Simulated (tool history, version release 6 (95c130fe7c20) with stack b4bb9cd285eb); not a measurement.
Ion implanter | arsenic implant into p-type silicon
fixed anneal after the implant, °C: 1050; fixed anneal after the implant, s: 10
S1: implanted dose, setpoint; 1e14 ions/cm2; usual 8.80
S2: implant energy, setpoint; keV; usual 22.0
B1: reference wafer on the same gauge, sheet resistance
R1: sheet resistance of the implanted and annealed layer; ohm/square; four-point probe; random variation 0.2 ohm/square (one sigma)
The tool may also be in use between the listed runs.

run,hour,S1,S2,B1,R1
1,0.0,10.63,18.0,149.89,124.79
2,13.8,8.80,18.0,149.81,139.69
3,31.0,8.80,18.0,149.69,139.61
4,48.9,8.80,18.0,149.59,139.48
5,62.2,7.51,22.0,149.45,149.88
6,75.3,7.51,22.0,149.31,150.20
7,92.8,8.80,18.5,149.14,138.73
8,103.2,8.80,22.0,148.99,134.31
9,109.7,8.80,22.0,148.94,134.46
# hour 119.8: gauge calibrated
10,126.9,7.18,24.0,150.07,153.67
11,133.1,7.18,24.0,150.11,153.35
12,140.5,11.02,25.5,150.05,114.86
13,147.2,7.39,25.5,150.06,149.29
# hour 159.1: Faraday cup replaced and dose calibrated
# hour 167.9: extraction supply calibrated
14,168.4,7.39,25.5,150.05,149.02
15,172.6,7.88,22.0,150.00,145.45
16,181.4,11.27,22.0,149.93,116.43
17,189.9,7.51,22.0,149.98,150.77
18,198.2,6.35,26.0,149.85,165.34
19,207.1,9.54,22.0,149.87,128.42
20,243.7,8.80,22.0,149.56,135.13
21,259.8,6.77,27.5,149.38,156.48
# hour 264.3: gauge calibrated
22,273.5,9.62,16.0,149.92,134.72

3 ways to go on from here, each from the tool as it stands after run 22. What would each give?
A,273.9,8.80,22.0,?,?
B,273.9,11.35,22.0,?,?
C,273.9,7.00,22.0,?,?

run,B1,R1
A,149.87,135.46
B,149.87,116.24
C,149.87,158.47
Without the tool's hidden state the same runs would have given:
run,R1
A,135.55
B,116.31
C,158.57

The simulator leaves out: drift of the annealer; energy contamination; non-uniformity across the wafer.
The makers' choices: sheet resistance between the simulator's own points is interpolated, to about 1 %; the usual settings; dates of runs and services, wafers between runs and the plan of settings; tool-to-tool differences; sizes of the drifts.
